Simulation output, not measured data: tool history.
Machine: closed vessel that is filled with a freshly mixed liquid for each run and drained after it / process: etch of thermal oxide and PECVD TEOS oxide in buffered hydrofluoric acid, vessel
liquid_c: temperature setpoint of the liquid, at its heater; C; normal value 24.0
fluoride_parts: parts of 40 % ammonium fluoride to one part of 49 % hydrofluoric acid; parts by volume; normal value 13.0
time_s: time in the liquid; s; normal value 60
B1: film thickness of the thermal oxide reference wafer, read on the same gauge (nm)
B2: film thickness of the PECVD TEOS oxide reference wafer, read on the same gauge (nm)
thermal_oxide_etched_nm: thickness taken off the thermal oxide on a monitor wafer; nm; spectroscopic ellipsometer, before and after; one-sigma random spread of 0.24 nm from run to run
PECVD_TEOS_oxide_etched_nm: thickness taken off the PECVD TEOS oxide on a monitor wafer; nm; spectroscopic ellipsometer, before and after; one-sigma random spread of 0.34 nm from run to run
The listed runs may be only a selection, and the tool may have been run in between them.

Run 1, day 0.000: usual settings; B1 59.97; B2 99.98. Result: thermal_oxide_etched_nm 51.78 nm, PECVD_TEOS_oxide_etched_nm 56.00 nm.
Run 2, day 2.933: usual settings; B1 60.00; B2 100.00. Result: thermal_oxide_etched_nm 51.07 nm, PECVD_TEOS_oxide_etched_nm 56.31 nm.
Run 3, day 5.350: usual settings; B1 59.98; B2 100.03. Result: thermal_oxide_etched_nm 51.83 nm, PECVD_TEOS_oxide_etched_nm 57.21 nm.
Run 4, day 7.508: usual settings; B1 60.04; B2 100.02. Result: thermal_oxide_etched_nm 51.83 nm, PECVD_TEOS_oxide_etched_nm 57.03 nm.
Run 5, day 10.596: usual settings but liquid_c 23.0 C; B1 59.99; B2 100.00. Result: thermal_oxide_etched_nm 49.71 nm, PECVD_TEOS_oxide_etched_nm 53.88 nm.
At day 11.067: thermometer replaced.
Run 6, day 12.875: usual settings but time_s 45 s; B1 60.03; B2 100.01. Result: thermal_oxide_etched_nm 39.27 nm, PECVD_TEOS_oxide_etched_nm 43.25 nm.
Run 7, day 17.288: usual settings but liquid_c 27.0 C; B1 60.02; B2 100.00. Result: thermal_oxide_etched_nm 62.18 nm, PECVD_TEOS_oxide_etched_nm 67.51 nm.
Run 8, day 18.821: usual settings; B1 59.99; B2 100.03. Result: thermal_oxide_etched_nm 52.47 nm, PECVD_TEOS_oxide_etched_nm 58.86 nm.
At day 21.792: gauge calibrated.
At day 24.358: hydrofluoric acid flow meter replaced.
Run 9, day 28.021: usual settings; B1 59.99; B2 99.98. Result: thermal_oxide_etched_nm 50.49 nm, PECVD_TEOS_oxide_etched_nm 55.90 nm.
Run 10, day 31.858: usual settings; B1 59.96; B2 100.05. Result: thermal_oxide_etched_nm 50.97 nm, PECVD_TEOS_oxide_etched_nm 55.72 nm.
At day 32.671: thermometer replaced.
Run 11, day 34.488: usual settings; B1 60.03; B2 100.02. Result: thermal_oxide_etched_nm 50.91 nm, PECVD_TEOS_oxide_etched_nm 56.32 nm.
Run 12, day 37.058: usual settings but liquid_c 22.5 C, fluoride_parts 16.5 parts by volume, time_s 40 s; B1 60.06; B2 100.00. Result: thermal_oxide_etched_nm 25.14 nm, PECVD_TEOS_oxide_etched_nm 27.48 nm.
Run 13, day 39.046: usual settings but time_s 40 s; B1 60.04; B2 100.01. Result: thermal_oxide_etched_nm 34.36 nm, PECVD_TEOS_oxide_etched_nm 38.04 nm.
Run 14, day 45.979: usual settings but time_s 35 s; B1 59.94; B2 100.03. Result: thermal_oxide_etched_nm 30.51 nm, PECVD_TEOS_oxide_etched_nm 33.38 nm.
Run 15, day 47.604: usual settings but liquid_c 25.5 C, fluoride_parts 10.5 parts by volume; B1 59.98; B2 100.01. Result: thermal_oxide_etched_nm 70.11 nm, PECVD_TEOS_oxide_etched_nm 76.49 nm.
Run 16, day 49.158: usual settings but liquid_c 19.5 C, fluoride_parts 17.0 parts by volume, time_s 95 s; B1 60.02; B2 99.98. Result: thermal_oxide_etched_nm 49.79 nm, PECVD_TEOS_oxide_etched_nm 54.59 nm.
At day 52.583: thermometer replaced.
Run 17, day 53.312: usual settings but liquid_c 20.0 C, fluoride_parts 9.5 parts by volume, time_s 75 s; B1 60.00; B2 100.01. Result: thermal_oxide_etched_nm 69.38 nm, PECVD_TEOS_oxide_etched_nm 76.23 nm.
Run 18, day 55.800: usual settings but fluoride_parts 10.5 parts by volume; B1 60.01; B2 100.00. Result: thermal_oxide_etched_nm 64.77 nm, PECVD_TEOS_oxide_etched_nm 71.57 nm.
Run 19, day 64.004: usual settings but time_s 75 s; B1 59.99; B2 100.01. Result: thermal_oxide_etched_nm 66.39 nm, PECVD_TEOS_oxide_etched_nm 73.62 nm.
Run 20, day 67.792: usual settings; B1 60.02; B2 99.97. Result: thermal_oxide_etched_nm 53.65 nm, PECVD_TEOS_oxide_etched_nm 58.78 nm.

Branching from run 20: 5 alternative next runs. What would each branch give?
Run A, day 67.821: usual settings; B1 ?; B2 ?. Result: thermal_oxide_etched_nm ?, PECVD_TEOS_oxide_etched_nm ?.
Run B, day 67.821: usual settings but liquid_c 21.5 C, time_s 75 s; B1 ?; B2 ?. Result: thermal_oxide_etched_nm ?, PECVD_TEOS_oxide_etched_nm ?.
Run C, day 67.821: usual settings but liquid_c 20.0 C, time_s 45 s; B1 ?; B2 ?. Result: thermal_oxide_etched_nm ?, PECVD_TEOS_oxide_etched_nm ?.
Run D, day 67.821: usual settings but liquid_c 19.5 C, fluoride_parts 11.0 parts by volume, time_s 85 s; B1 ?; B2 ?. Result: thermal_oxide_etched_nm ?, PECVD_TEOS_oxide_etched_nm ?.
Run E, day 67.821: usual settings but liquid_c 20.5 C, fluoride_parts 14.5 parts by volume, time_s 70 s; B1 ?; B2 ?. Result: thermal_oxide_etched_nm ?, PECVD_TEOS_oxide_etched_nm ?.

run     B1      B2  thermal_oxide_etched_nm  PECVD_TEOS_oxide_etched_nm
  A  60.03  100.00                    53.35                       58.62
  B  60.03  100.00                    58.12                       63.86
  C  60.03  100.00                    32.07                       35.24
  D  60.03  100.00                    69.35                       76.19
  E  60.03  100.00                    46.10                       50.65
Without the tool's hidden state the same runs would have given:
run  thermal_oxide_etched_nm  PECVD_TEOS_oxide_etched_nm
  A                    50.06                       55.00
  B                    54.53                       59.91
  C                    30.09                       33.06
  D                    65.08                       71.50
  E                    43.24                       47.51

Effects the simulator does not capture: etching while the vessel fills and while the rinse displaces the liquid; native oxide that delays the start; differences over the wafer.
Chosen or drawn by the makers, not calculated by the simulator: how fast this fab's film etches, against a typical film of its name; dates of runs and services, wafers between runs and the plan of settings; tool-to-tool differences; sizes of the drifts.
